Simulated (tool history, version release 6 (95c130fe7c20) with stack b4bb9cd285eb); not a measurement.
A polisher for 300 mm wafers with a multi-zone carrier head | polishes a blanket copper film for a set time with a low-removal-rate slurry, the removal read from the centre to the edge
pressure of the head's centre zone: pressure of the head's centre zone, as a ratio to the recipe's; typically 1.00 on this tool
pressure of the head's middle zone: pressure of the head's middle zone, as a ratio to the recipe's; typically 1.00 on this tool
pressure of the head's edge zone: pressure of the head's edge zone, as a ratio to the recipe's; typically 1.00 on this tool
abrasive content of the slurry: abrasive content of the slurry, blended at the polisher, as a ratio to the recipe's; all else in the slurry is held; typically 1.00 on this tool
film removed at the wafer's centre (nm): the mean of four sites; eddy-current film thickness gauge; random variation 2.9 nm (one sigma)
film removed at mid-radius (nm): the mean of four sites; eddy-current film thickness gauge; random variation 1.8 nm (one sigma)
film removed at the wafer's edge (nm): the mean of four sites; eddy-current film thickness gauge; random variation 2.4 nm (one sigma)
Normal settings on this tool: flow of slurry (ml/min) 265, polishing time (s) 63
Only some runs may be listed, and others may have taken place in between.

run    hour  flow of slurry (ml/min)  pressure of the head's centre zone  pressure of the head's middle zone  pressure of the head's edge zone  abrasive content of the slurry  polishing time (s)  incoming thickness of the incoming film, nm  film removed at the wafer's centre (nm)  film removed at mid-radius (nm)  film removed at the wafer's edge (nm)
  1     0.0                      265                                1.00                                1.00                              1.00                            1.00                  63                                       1226.0                                    212.9                            209.8                                  215.2
      119.6  -- edge zone pressure recalibrated
      121.1  -- carrier head's membrane replaced by a new one
      242.3  -- slurry nozzle cleaned
  2   287.5                      265                                1.00                                1.00                              1.00                            1.00                  63                                       1222.3                                    214.7                            214.4                                  217.0
  3   352.4                      265                                1.00                                1.00                              1.00                            1.00                  63                                       1215.0                                    214.4                            208.9                                  210.7
      408.0  -- worn pad replaced by a new one
      547.1  -- edge zone pressure recalibrated
  4   552.6                      265                                1.00                                1.00                              0.96                            1.00                  63                                       1222.4                                    210.7                            211.1                                  207.7
  5   639.0                      265                                1.00                                1.00                              0.96                            1.00                  63                                       1242.6                                    209.1                            211.5                                  205.5
  6   736.0                      265                                1.00                                1.00                              0.96                            1.00                  63                                       1229.5                                    208.1                            209.8                                  211.3
      748.5  -- worn pad replaced by a new one
  7   781.8                      265                                1.00                                1.00                              1.00                            1.00                  63                                       1212.0                                    210.4                            208.7                                  208.0
      846.3  -- slurry nozzle cleaned
      913.9  -- edge zone pressure recalibrated
  8   929.8                      265                                1.00                                1.00                              1.00                            1.00                  63                                       1223.1                                    202.6                            201.2                                  203.3
  9   992.6                      265                                1.00                                1.00                              1.00                            1.00                  63                                       1223.7                                    197.9                            200.5                                  203.0
 10  1051.8                      265                                1.00                                1.00                              1.00                            1.00                  63                                       1234.5                                    198.7                            198.4                                  198.3
     1111.8  -- worn pad replaced by a new one
 11  1155.9                      265                                1.00                                1.00                              1.00                            1.00                  63                                       1217.0                                    202.7                            198.1                                  202.5
 12  1194.5                      265                                1.00                                1.00                              0.96                            0.70                  63                                       1218.6                                    179.6                            179.7                                  177.6
 13  1275.9                      265                                1.07                                1.00                              1.00                            1.00                  49                                       1220.2                                    165.0                            153.5                                  154.7
     1289.1  -- centre zone pressure recalibrated
     1301.7  -- slurry nozzle cleaned, repeated, since the last time left the tool worse
     1321.6  -- carrier head's membrane replaced by a new one
     1321.7  -- edge zone pressure recalibrated
 14  1326.2                      265                                1.00                                1.00                              1.00                            1.00                  63                                       1247.6                                    209.5                            216.5                                  209.3
 15  1388.9                      265                                0.89                                1.00                              1.00                            1.00                  63                                       1216.6                                    191.5                            211.1                                  210.0
     1508.8  -- worn pad replaced by a new one
 16  1651.0                      265                                1.00                                1.09                              1.00                            1.00                  63                                       1244.8                                    218.6                            222.8                                  209.3
 17  1702.8                      265                                1.10                                1.00                              1.00                            1.00                  49                                       1219.3                                    182.4                            162.0                                  162.2
     1746.6  -- edge zone pressure recalibrated
     1796.1  -- slurry nozzle cleaned
 18  1807.2                      265                                1.00                                1.00                              1.00                            0.80                  63                                       1230.9                                    201.9                            201.6                                  201.3
 19  1849.5                      170                                1.00                                1.00                              1.00                            0.85                  63                                       1243.6                                    197.0                            192.8                                  196.4

What was the tool's hidden state at every run in the log?
removal rate lost through wear of the pad, %: 0, the same for each run
deviation of the centre zone's pressure from its setpoint, %: 0, the same for each run
deviation of the edge zone's pressure from its setpoint, %: 0, the same for each run
H1: slurry flow missing at the pad, %
run    H1
  1  13.7
  2  5.93
  3  10.2
  4  16.8
  5    18
  6  18.9
  7  19.1
  8  42.1
  9  45.4
 10  47.7
 11  50.2
 12  50.8
 13  51.8
 14  3.09
 15  7.73
 16  16.3
 17  16.9
 18  2.32
 19  5.88
